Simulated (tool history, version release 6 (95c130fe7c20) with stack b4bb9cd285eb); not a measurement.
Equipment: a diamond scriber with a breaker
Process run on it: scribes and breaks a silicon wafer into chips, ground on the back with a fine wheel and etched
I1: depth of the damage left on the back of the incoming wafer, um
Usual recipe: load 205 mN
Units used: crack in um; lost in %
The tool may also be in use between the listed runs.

run 1 day=0 | load=231 | I1=0.74 | crack=16.36 lost=2.9
run 2 day=3.246 | load=205 | I1=0.47 | crack=15.09 lost=1.04
-- day=7.108 load on the tip recalibrated
run 3 day=7.454 | load=205 | I1=0.79 | crack=13.9 lost=0.42
-- day=11.446 diamond tip replaced by a new one
run 4 day=11.467 | load=205 | I1=0.47 | crack=14.07 lost=0.36
run 5 day=14.921 | load=205 | I1=0.33 | crack=14 lost=0.45
run 6 day=16.842 | load=205 | I1=0.73 | crack=13.98 lost=0.4
run 7 day=19.283 | load=168 | I1=0.44 | crack=12.33 lost=2.26
run 8 day=23.583 | load=205 | I1=0.75 | crack=14.55 lost=0.48
-- day=26.133 diamond tip replaced by a new one, of another model than before
run 9 day=26.6 | load=246 | I1=0.69 | crack=15.81 lost=1.62
run 10 day=30.771 | load=265 | I1=0.52 | crack=16.1 lost=2.94
run 11 day=33.75 | load=183 | I1=0.5 | crack=13.78 lost=0.45
-- day=41.9 diamond tip replaced by a new one
run 12 day=45.988 | load=256 | I1=0.39 | crack=16.25 lost=3.13
-- day=48.25 load on the tip recalibrated
run 13 day=48.629 | load=176 | I1=0.37 | crack=13.4 lost=0.94

Forecast run 14:
run 14 day=51.729 | load=205 | I1=0.56 | crack=? lost=?

{"run 14": {"crack": 13.97, "lost": 0.44}}
Take away the tool's hidden state, keep the run-to-run variation as it was, and the same run would have given crack 14.03 um, lost 0.44 %.
